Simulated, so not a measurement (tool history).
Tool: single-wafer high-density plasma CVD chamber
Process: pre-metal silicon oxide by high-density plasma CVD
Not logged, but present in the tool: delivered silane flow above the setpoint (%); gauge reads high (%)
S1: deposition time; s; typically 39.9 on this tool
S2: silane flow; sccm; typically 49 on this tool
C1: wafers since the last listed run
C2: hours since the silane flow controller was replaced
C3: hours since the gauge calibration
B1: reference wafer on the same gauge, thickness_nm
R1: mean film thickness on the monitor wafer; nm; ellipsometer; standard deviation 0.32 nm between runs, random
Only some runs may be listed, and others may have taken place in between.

run,hour,S1,S2,C1,C2,C3,B1,R1
1,0,39.9,46,0,3548.1,140.8,240.968,196.856
2,23.8,39.9,46,436,3571.9,164.6,241.003,196.722
3,44,39.9,46,370,3592.1,184.8,241.005,196.232
4,76,39.9,49,586,3624.1,216.8,240.973,206.38
5,100.6,39.9,49,450,3648.7,241.4,240.985,206.745
6,127.1,39.9,49,485,3675.2,267.9,241.044,206.692
7,145.9,34.5,55,344,3694,286.7,240.96,196.403
8,169.9,45.8,56,439,3718,310.7,240.971,263.942
9,189.6,45.8,56,361,3737.7,330.4,240.984,263.568
10,219.4,39.9,49,546,3767.5,360.2,241.034,205.905
11,241.2,42,57,399,3789.3,382,241.016,245.622
12,257.7,39.9,44,302,3805.8,398.5,240.941,189.448
13,289.8,37.5,42,588,3837.9,430.6,241.049,171.693
# hour 323.1: silane flow controller replaced
14,323.6,36.7,49,472,0.5,464.4,240.994,200.094
15,348.2,45.7,45,450,25.1,489,240.996,233.415
# hour 367: gauge calibrated
16,376.3,42.7,49,515,53.2,9.3,241,232.885
17,400.7,39.9,58,447,77.6,33.7,240.982,248.989
18,424.5,39.9,49,436,101.4,57.5,241.088,216.933
19,440,32.9,54,284,116.9,73,240.994,193.627
20,471.5,39.9,49,577,148.4,104.5,241.037,216.612
21,487.1,47.1,52,285,164,120.1,241.001,268.606

Consider 4 possible next runs. They are alternatives, not a sequence: every one starts from the tool as it was left by run 21. What does each give?
A,487.5,39.9,49,7,164.4,120.5,?,?
B,487.5,44.3,55,7,164.4,120.5,?,?
C,487.5,39.9,43,7,164.4,120.5,?,?
D,487.5,43.4,54,7,164.4,120.5,?,?

run,B1,R1
A,240.941,216.673
B,240.941,264.012
C,240.941,195.557
D,240.941,254.82
Without the tool's hidden state the same runs would have given:
run,R1
A,216.349
B,263.617
C,195.264
D,254.439

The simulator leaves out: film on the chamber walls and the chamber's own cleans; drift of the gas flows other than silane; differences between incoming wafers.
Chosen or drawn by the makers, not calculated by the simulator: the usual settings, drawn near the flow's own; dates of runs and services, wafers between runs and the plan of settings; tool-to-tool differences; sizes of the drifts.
